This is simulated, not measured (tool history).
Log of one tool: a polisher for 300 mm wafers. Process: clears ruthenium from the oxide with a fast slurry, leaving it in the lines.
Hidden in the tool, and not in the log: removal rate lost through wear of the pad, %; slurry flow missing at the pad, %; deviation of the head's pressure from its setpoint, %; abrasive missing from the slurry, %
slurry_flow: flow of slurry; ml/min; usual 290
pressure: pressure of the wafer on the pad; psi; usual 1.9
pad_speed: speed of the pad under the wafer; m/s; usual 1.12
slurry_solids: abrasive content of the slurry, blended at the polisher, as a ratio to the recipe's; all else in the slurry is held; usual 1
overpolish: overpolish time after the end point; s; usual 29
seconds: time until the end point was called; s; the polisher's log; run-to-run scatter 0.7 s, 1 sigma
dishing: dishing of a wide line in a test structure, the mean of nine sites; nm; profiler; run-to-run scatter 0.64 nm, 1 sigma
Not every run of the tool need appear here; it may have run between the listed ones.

run,day,slurry_flow,pressure,pad_speed,slurry_solids,overpolish,wafers since the last listed run,wafers polished on this pad,hours since the slurry nozzle was cleaned,hours since the head pressure was calibrated,hours since the slurry blender was calibrated,"incoming thickness of the incoming film, nm",seconds,dishing
1,0,290,1.4,1.3,1,29,0,1326,151.1,402,311.2,151,53.4,42
2,0.512,290,1.4,1.3,1,29,120,1446,163.4,414.3,323.5,146.5,53.7,42.1
# day 1.267: worn pad replaced by a new one
3,3.342,290,1.9,1.12,1,29,626,488,231.3,482.2,391.4,153,46.2,46.2
# day 3.471: slurry blender recalibrated
4,4,290,1.9,1.12,1,29,135,623,247.1,498,12.7,151.2,46.3,45.8
5,5.192,290,1.9,1.12,1,29,280,903,275.7,526.6,41.3,150.9,48.6,45.8
6,6.45,290,1.9,1.12,1,29,296,1200,305.9,556.8,71.5,150.2,47.1,46.2
7,7.008,290,1.9,1.12,1,29,131,1331,319.3,570.2,84.9,153.3,48.7,44.8
# day 8.171: worn pad replaced by a new one
8,8.283,290,1.4,1.12,1,29,260,26,349.9,600.8,115.5,150,53,42.7
9,9.762,290,1.4,1.12,1,29,348,374,385.4,636.3,151,153.3,59.3,40
10,10.904,290,1.4,1.12,1,29,268,643,412.8,663.7,178.4,151.1,59.6,40.1
11,11.888,290,1.9,1.12,0.9,29,231,875,436.4,687.3,202,149.5,47.2,45.2
# day 12.212: slurry nozzle cleaned
12,13.317,290,1.9,1.12,1,29,326,1201,26.5,721.6,236.3,149.3,44.6,47
13,14.004,255,1.9,1.12,1,21,161,1363,43,738.1,252.8,151.8,45.9,39.4
# day 14.329: worn pad replaced by a new one
14,14.638,290,1.9,1.3,1,18,109,72,58.2,753.3,268,152.1,34.4,41.3
15,15.483,290,1.9,1.12,1,29,199,271,78.5,773.6,288.3,152.2,41.5,49.2
16,16.55,290,1.9,1.12,1,38,251,523,104.1,799.2,313.9,150.5,42.7,54.2
# day 17.288: head pressure recalibrated
17,17.517,290,1.9,1.48,1,29,207,730,127.3,5.5,337.1,151.1,37.3,53
18,18.362,290,1.6,1.12,1.15,29,199,930,147.6,25.8,357.4,148.7,55.7,42.3
19,19.521,370,2.4,1.38,1.25,29,272,1202,175.4,53.6,385.2,150.7,29.8,57.1
# day 19.921: slurry blender recalibrated
# day 20.225: worn pad replaced by a new one
20,22.992,290,1.9,1.12,1,29,758,651,258.7,136.9,73.7,152.1,49.9,45.6
21,24.362,320,1.3,0.96,1.25,29,322,973,291.6,169.8,106.6,150.2,71.2,35.6
22,25.383,290,1.9,1.12,1,29,240,1214,316.1,194.3,131.1,149.8,49.6,45.1

Each row is a separate what-if for the run after 22, all from the same tool condition, not one after another. Results?
A,25.404,290,1.9,0.96,1,29,4,1218,316.6,194.8,131.6,150.1,?,?
B,25.404,345,1.6,1.12,0.9,24,4,1218,316.6,194.8,131.6,150.1,?,?
C,25.404,290,1.9,0.8,1,29,4,1218,316.6,194.8,131.6,150.1,?,?

run,seconds,dishing
A,57.9,39.9
B,60.3,34.5
C,69.5,35.6
With the hidden condition removed and each run's random variation left untouched, the same runs would have given:
run,seconds,dishing
A,50.3,43.3
B,52.3,37.8
C,60.3,38.9

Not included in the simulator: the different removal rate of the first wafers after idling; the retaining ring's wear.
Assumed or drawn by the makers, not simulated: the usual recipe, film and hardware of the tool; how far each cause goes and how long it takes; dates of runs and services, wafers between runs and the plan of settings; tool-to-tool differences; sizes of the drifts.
